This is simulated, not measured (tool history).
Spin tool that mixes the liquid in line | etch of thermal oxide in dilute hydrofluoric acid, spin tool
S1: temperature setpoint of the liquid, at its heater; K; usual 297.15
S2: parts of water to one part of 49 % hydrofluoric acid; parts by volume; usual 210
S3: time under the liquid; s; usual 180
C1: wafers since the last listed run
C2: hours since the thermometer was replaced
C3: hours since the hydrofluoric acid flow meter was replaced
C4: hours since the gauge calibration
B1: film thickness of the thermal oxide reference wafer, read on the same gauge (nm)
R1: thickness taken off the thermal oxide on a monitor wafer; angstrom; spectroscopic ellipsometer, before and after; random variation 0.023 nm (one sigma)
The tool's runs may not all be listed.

run	day	S1	S2	S3	C1	C2	C3	C4	B1	R1
1	0	297.15	210	180	0	850.4	1032.3	376	49.986	36.29
2	1.867	297.15	210	180	389	895.2	1077.1	420.8	49.981	36.2
3	5.283	297.15	210	180	713	977.2	1159.1	502.8	49.987	36.16
4	8.221	297.15	210	180	613	1047.7	1229.6	573.3	50.02	36.03
5	10.871	297.15	230	200	553	1111.3	1293.2	636.9	49.989	36
6	12.179	297.15	230	200	273	1142.7	1324.6	668.3	49.963	35.89
7	13.846	298.65	210	180	348	1182.7	1364.6	708.3	50.007	38.31
8	15.025	297.15	210	260	246	1211	1392.9	736.6	49.945	52.58
# day 16.042: thermometer replaced
9	17.408	297.15	210	180	489	32.8	1450.1	793.8	49.998	35.93
10	18.712	297.15	210	180	272	64.1	1481.4	825.1	50.005	35.81
11	21.004	297.15	210	180	478	119.1	1536.4	880.1	50.062	35.67

The next listed run, before its measurement:
12	22.908	297.15	150	180	397	164.8	1582.1	925.8	?	?

{"run 12": {"B1": 49.956, "R1": 53.51}}
Without the tool's hidden state the same run would have given R1 53.26 angstrom.

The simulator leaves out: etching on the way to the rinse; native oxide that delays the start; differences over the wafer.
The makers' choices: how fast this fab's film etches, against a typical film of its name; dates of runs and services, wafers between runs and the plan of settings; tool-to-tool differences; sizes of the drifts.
